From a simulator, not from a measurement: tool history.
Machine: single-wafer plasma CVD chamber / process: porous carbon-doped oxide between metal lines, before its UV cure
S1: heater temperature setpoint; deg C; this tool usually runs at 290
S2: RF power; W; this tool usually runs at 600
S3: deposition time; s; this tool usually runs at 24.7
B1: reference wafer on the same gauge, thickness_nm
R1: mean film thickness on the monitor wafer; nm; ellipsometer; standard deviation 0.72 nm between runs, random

run    hour   S1   S2    S3       B1       R1
  1       0  290  600  24.7  138.996  136.359
  2    27.3  290  600  24.7  139.037  137.016
  3    86.3  290  600  24.7  139.136  137.055
  4   134.9  290  655  24.7  138.946  145.397
  5   188.3  290  655  24.7  139.079  143.626
  6   251.6  283  600  24.7  138.918  140.142
  7   303.6  290  600  24.7   139.02  134.804
  8   373.1  290  600  24.7  138.892  135.114
  9   413.3  290  600  24.7  138.708  136.633
      458.2  -- gauge calibrated
 10   475.9  282  600    22  138.956  126.863
 11   541.6  290  510  24.7  139.006  121.971
      576.8  -- thermocouple changed; heater temperature recalibrated
      586.1  -- showerhead replaced
 12   589.9  290  600  24.7  139.092  135.653
      645.6  -- RF generator calibrated
 13     652  290  600  24.7  138.838  144.103
 14   718.6  290  545  24.7   139.03  135.222
 15   763.2  286  600  19.8   139.12  118.971
 16   812.3  290  685  20.1  138.946  128.139
 17   863.2  290  600  24.7   139.04  141.822
 18     906  290  540    20   138.86  106.558
 19   934.5  283  600  21.4  139.114  127.907
 20   958.8  290  600  24.7  139.005  141.499
 21  1026.5  295  600  29.1  139.063  160.831
 22  1058.9  286  600  19.8  139.001   115.92
 23  1106.3  290  700  24.7  138.945  154.093
 24  1141.9  302  695  26.7  139.209  157.258
 25  1183.9  290  600  20.2  139.238  114.467
     1220.2  -- gauge calibrated
 26  1251.9  290  600  24.7  138.912  139.673

Forecast each of these 5 alternatives for the next run:
  A  1252.3  290  600  24.7   ?   ?
  B  1252.3  304  540  26.5   ?   ?
  C  1252.3  297  495  24.7   ?   ?
  D  1252.3  286  600  26.5   ?   ?
  E  1252.3  278  600  21.2   ?   ?

run       B1       R1
  A  138.962  139.862
  B  138.962  129.542
  C  138.962  117.849
  D  138.962  152.984
  E  138.962  128.856
Take away the tool's hidden state, keep each run's random variation, and the runs would have read:
run       R1
  A  146.207
  B  135.545
  C  123.398
  D  159.924
  E  134.702
